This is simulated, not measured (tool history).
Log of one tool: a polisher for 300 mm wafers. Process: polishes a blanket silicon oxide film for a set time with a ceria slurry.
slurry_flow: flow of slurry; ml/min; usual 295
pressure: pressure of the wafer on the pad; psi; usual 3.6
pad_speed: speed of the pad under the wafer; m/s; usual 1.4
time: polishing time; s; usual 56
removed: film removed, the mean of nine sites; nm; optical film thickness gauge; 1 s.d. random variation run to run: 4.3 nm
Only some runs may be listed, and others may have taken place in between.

run	day	slurry_flow	pressure	pad_speed	time	wafers since the last listed run	wafers polished on this pad	hours since the slurry nozzle was cleaned	hours since the head pressure was calibrated	incoming thickness of the incoming film, nm	removed
1	0	295	3.6	1.4	56	0	285	638.3	238.9	1809.6	330.1
# day 0.683: slurry nozzle cleaned
2	1.708	295	3.6	1.04	56	275	560	24.6	279.9	1813.8	253.9
3	3.333	295	3.6	1.04	56	268	829	63.6	318.9	1811.6	256.1
4	6.283	295	3.6	1.04	56	488	1317	134.4	389.7	1828.3	256.7
5	7.638	295	3.6	1.4	56	224	1542	166.9	422.2	1788.3	327
# day 7.975: worn pad replaced by a new one
6	9.025	295	3.6	1.4	56	202	173	200.2	455.5	1815.2	328.8
7	11.388	295	3.6	1.4	56	390	564	256.9	512.2	1781.9	323.6
8	12.417	295	3.6	1.4	56	170	734	281.6	536.9	1765.7	323.4
9	13.492	295	3.6	1.4	56	177	912	307.4	562.7	1818.1	316.5
10	15.212	295	3.6	1.4	56	284	1197	348.7	604	1807.5	315.9
# day 17.442: worn pad replaced by a new one
11	17.892	295	3.6	1.4	56	415	74	413	668.3	1792.2	315.1
# day 18.567: head pressure recalibrated
12	20.525	295	3.6	1.4	56	421	496	476.2	47	1798.1	297.1
13	21.854	295	3.6	1.4	45	219	716	508.1	78.9	1812.4	238.9
14	24.738	255	3.6	1.2	44	477	1193	577.3	148.1	1811.4	205.1
# day 25.329: slurry nozzle cleaned
15	26.1	220	3.6	1.4	56	218	1412	18.5	180.8	1830	287.4
16	27.121	390	2.7	0.96	74	168	1580	43	205.3	1801.2	224
# day 28.879: worn pad replaced by a new one
17	29.512	265	4.4	1.62	71	368	105	100.4	262.7	1777.1	503.6
# day 31.088: head pressure recalibrated, repeated, since the last time left the tool worse
18	32.421	295	3.6	1.4	56	467	572	170.2	32	1812.1	341
19	35.383	295	3.6	1.4	45	490	1062	241.3	103.1	1769.4	264.4
20	36.733	210	2.9	1.6	36	223	1286	273.7	135.5	1773.3	188.3
# day 38.712: worn pad replaced by a new one
21	39.212	295	3.6	1.02	56	382	82	333.2	195	1774.2	255.6
22	40.688	390	2.7	0.96	74	244	326	368.6	230.4	1835.8	250.9
23	43.229	325	3.3	1.78	45	420	747	429.6	291.4	1760.3	297.8
24	45.35	390	3	1.78	64	350	1098	480.5	342.3	1785	392.6
25	46.658	295	4.8	1.4	56	216	1314	511.9	373.7	1774.1	422.7
26	47.679	200	3.6	1.4	56	168	1483	536.4	398.2	1778.7	310.4
# day 49.058: worn pad replaced by a new one
27	50.375	295	3.6	0.96	56	418	217	601.1	462.9	1810.4	232

Difference, measured minus no-hidden-state, one row per run. Run-to-run variation is common to both terms; the gauge's own scatter need not be:
The hidden state here: removal rate lost through wear of the pad, %; slurry flow missing at the pad, %; deviation of the head's pressure from its setpoint, %.
run	removed
1	-6.9
2	-6.7
3	-8
4	-10.4
5	-14.7
6	-16.1
7	-18.4
8	-19.5
9	-20.2
10	-22
11	-24.8
12	-40.8
13	-34.1
14	-31.5
15	-45.7
16	-36.5
17	-86.9
18	-1.6
19	-3.6
20	-3.3
21	-6.4
22	-7.4
23	-11.2
24	-17.4
25	-20.6
26	-16.1
27	-14.1
